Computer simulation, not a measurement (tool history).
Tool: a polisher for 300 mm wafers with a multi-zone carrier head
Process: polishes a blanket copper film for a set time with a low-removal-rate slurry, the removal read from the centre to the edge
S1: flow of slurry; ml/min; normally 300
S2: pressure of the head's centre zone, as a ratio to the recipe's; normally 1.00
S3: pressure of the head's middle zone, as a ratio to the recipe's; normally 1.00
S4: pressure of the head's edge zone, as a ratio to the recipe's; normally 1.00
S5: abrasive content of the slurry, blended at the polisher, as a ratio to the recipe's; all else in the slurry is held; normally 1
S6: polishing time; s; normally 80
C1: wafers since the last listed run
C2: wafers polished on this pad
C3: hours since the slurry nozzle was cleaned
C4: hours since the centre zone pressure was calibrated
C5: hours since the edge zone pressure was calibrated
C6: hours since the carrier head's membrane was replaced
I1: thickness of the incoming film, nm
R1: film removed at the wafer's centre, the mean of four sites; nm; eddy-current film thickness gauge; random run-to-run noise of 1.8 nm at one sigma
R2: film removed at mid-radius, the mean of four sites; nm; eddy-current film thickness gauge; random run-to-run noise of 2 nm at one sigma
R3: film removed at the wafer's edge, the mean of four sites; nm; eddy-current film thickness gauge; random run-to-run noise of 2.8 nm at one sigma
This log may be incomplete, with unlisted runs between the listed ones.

{"run": 1, "hour": 0.0, "S1": 300, "S2": 1.0, "S3": 1.0, "S4": 1.0, "S5": 1, "S6": 80, "C1": 0, "C2": 88, "C3": 425.9, "C4": 599.8, "C5": 536.9, "C6": 797.9, "I1": 785.8, "R1": 254.7, "R2": 263.2, "R3": 263.3}
{"run": 2, "hour": 102.7, "S1": 300, "S2": 1.0, "S3": 1.0, "S4": 1.0, "S5": 1, "S6": 80, "C1": 1238, "C2": 1326, "C3": 528.6, "C4": 702.5, "C5": 639.6, "C6": 900.6, "I1": 765.8, "R1": 255.0, "R2": 258.2, "R3": 261.1}
{"run": 3, "hour": 204.8, "S1": 235, "S2": 1.0, "S3": 1.0, "S4": 1.0, "S5": 1, "S6": 80, "C1": 1230, "C2": 2557, "C3": 630.7, "C4": 804.6, "C5": 741.7, "C6": 1002.7, "I1": 779.6, "R1": 249.3, "R2": 252.5, "R3": 255.1}
{"run": 4, "hour": 263.0, "S1": 300, "S2": 1.05, "S3": 1.0, "S4": 1.0, "S5": 1, "S6": 80, "C1": 701, "C2": 3259, "C3": 688.9, "C4": 862.8, "C5": 799.9, "C6": 1060.9, "I1": 776.2, "R1": 268.5, "R2": 254.2, "R3": 261.7}
{"hour": 293.2, "done": "worn pad replaced by a new one"}
{"run": 5, "hour": 304.1, "S1": 300, "S2": 1.05, "S3": 1.0, "S4": 1.0, "S5": 1, "S6": 80, "C1": 447, "C2": 131, "C3": 730.0, "C4": 903.9, "C5": 841.0, "C6": 1102.0, "I1": 764.9, "R1": 263.3, "R2": 252.7, "R3": 260.0}
{"hour": 338.5, "done": "slurry nozzle cleaned"}
{"run": 6, "hour": 383.1, "S1": 220, "S2": 1.0, "S3": 1.0, "S4": 1.0, "S5": 1, "S6": 80, "C1": 940, "C2": 1072, "C3": 44.6, "C4": 982.9, "C5": 920.0, "C6": 1181.0, "I1": 794.9, "R1": 256.7, "R2": 257.8, "R3": 257.5}
{"run": 7, "hour": 420.7, "S1": 300, "S2": 1.0, "S3": 0.92, "S4": 1.0, "S5": 1, "S6": 80, "C1": 453, "C2": 1525, "C3": 82.2, "C4": 1020.5, "C5": 957.6, "C6": 1218.6, "I1": 794.7, "R1": 261.5, "R2": 248.8, "R3": 263.9}
{"run": 8, "hour": 487.8, "S1": 300, "S2": 1.0, "S3": 0.92, "S4": 1.0, "S5": 1, "S6": 80, "C1": 808, "C2": 2334, "C3": 149.3, "C4": 1087.6, "C5": 1024.7, "C6": 1285.7, "I1": 784.0, "R1": 258.8, "R2": 241.6, "R3": 261.9}
{"hour": 510.4, "done": "carrier head's membrane replaced by a new one"}
{"run": 9, "hour": 535.2, "S1": 300, "S2": 1.0, "S3": 0.92, "S4": 1.0, "S5": 1, "S6": 80, "C1": 511, "C2": 2845, "C3": 196.7, "C4": 1135.0, "C5": 1072.1, "C6": 24.8, "I1": 789.8, "R1": 257.7, "R2": 244.8, "R3": 265.3}
{"hour": 553.1, "done": "edge zone pressure recalibrated"}
{"run": 10, "hour": 611.3, "S1": 300, "S2": 1.0, "S3": 1.0, "S4": 1.0, "S5": 1, "S6": 80, "C1": 893, "C2": 3738, "C3": 272.8, "C4": 1211.1, "C5": 58.2, "C6": 100.9, "I1": 791.5, "R1": 258.8, "R2": 259.6, "R3": 258.4}
{"hour": 619.3, "done": "worn pad replaced by a new one"}
{"hour": 752.5, "done": "centre zone pressure recalibrated"}
{"run": 11, "hour": 908.7, "S1": 255, "S2": 1.0, "S3": 1.0, "S4": 1.0, "S5": 1, "S6": 63, "C1": 3513, "C2": 3465, "C3": 570.2, "C4": 156.2, "C5": 355.6, "C6": 398.3, "I1": 788.6, "R1": 197.0, "R2": 197.0, "R3": 201.1}
{"hour": 920.9, "done": "worn pad replaced by a new one"}
{"run": 12, "hour": 990.2, "S1": 300, "S2": 1.0, "S3": 1.0, "S4": 1.0, "S5": 1, "S6": 60, "C1": 934, "C2": 835, "C3": 651.7, "C4": 237.7, "C5": 437.1, "C6": 479.8, "I1": 781.9, "R1": 188.5, "R2": 192.3, "R3": 193.4}
{"run": 13, "hour": 1066.9, "S1": 300, "S2": 1.0, "S3": 1.0, "S4": 1.0, "S5": 1, "S6": 80, "C1": 924, "C2": 1760, "C3": 728.4, "C4": 314.4, "C5": 513.8, "C6": 556.5, "I1": 786.9, "R1": 253.1, "R2": 254.5, "R3": 260.7}
{"hour": 1113.5, "done": "slurry nozzle cleaned"}
{"run": 14, "hour": 1120.4, "S1": 300, "S2": 1.0, "S3": 1.06, "S4": 1.0, "S5": 1, "S6": 87, "C1": 632, "C2": 2393, "C3": 6.9, "C4": 367.9, "C5": 567.3, "C6": 610.0, "I1": 777.8, "R1": 283.3, "R2": 305.5, "R3": 285.9}
{"run": 15, "hour": 1205.9, "S1": 250, "S2": 1.0, "S3": 1.0, "S4": 1.0, "S5": 1, "S6": 54, "C1": 1030, "C2": 3423, "C3": 92.4, "C4": 453.4, "C5": 652.8, "C6": 695.5, "I1": 779.9, "R1": 173.1, "R2": 173.0, "R3": 175.7}
{"hour": 1236.3, "done": "worn pad replaced by a new one"}
{"run": 16, "hour": 1279.0, "S1": 200, "S2": 1.0, "S3": 1.0, "S4": 1.06, "S5": 1, "S6": 80, "C1": 833, "C2": 514, "C3": 165.5, "C4": 526.5, "C5": 725.9, "C6": 768.6, "I1": 778.1, "R1": 251.3, "R2": 251.9, "R3": 268.2}

Run 17, settings as shown, results not yet in. Your forecast:
{"run": 17, "hour": 1353.0, "S1": 300, "S2": 1.03, "S3": 1.0, "S4": 1.08, "S5": 1, "S6": 80, "C1": 892, "C2": 1406, "C3": 239.5, "C4": 600.5, "C5": 799.9, "C6": 842.6, "I1": 793.3, "R1": "?", "R2": "?", "R3": "?"}

R1: 266.0 nm
R2: 259.0 nm
R3: 268.2 nm
The same run, on a tool lacking any hidden state, would have yielded R1 269.5 nm, R2 262.1 nm, R3 270.6 nm.

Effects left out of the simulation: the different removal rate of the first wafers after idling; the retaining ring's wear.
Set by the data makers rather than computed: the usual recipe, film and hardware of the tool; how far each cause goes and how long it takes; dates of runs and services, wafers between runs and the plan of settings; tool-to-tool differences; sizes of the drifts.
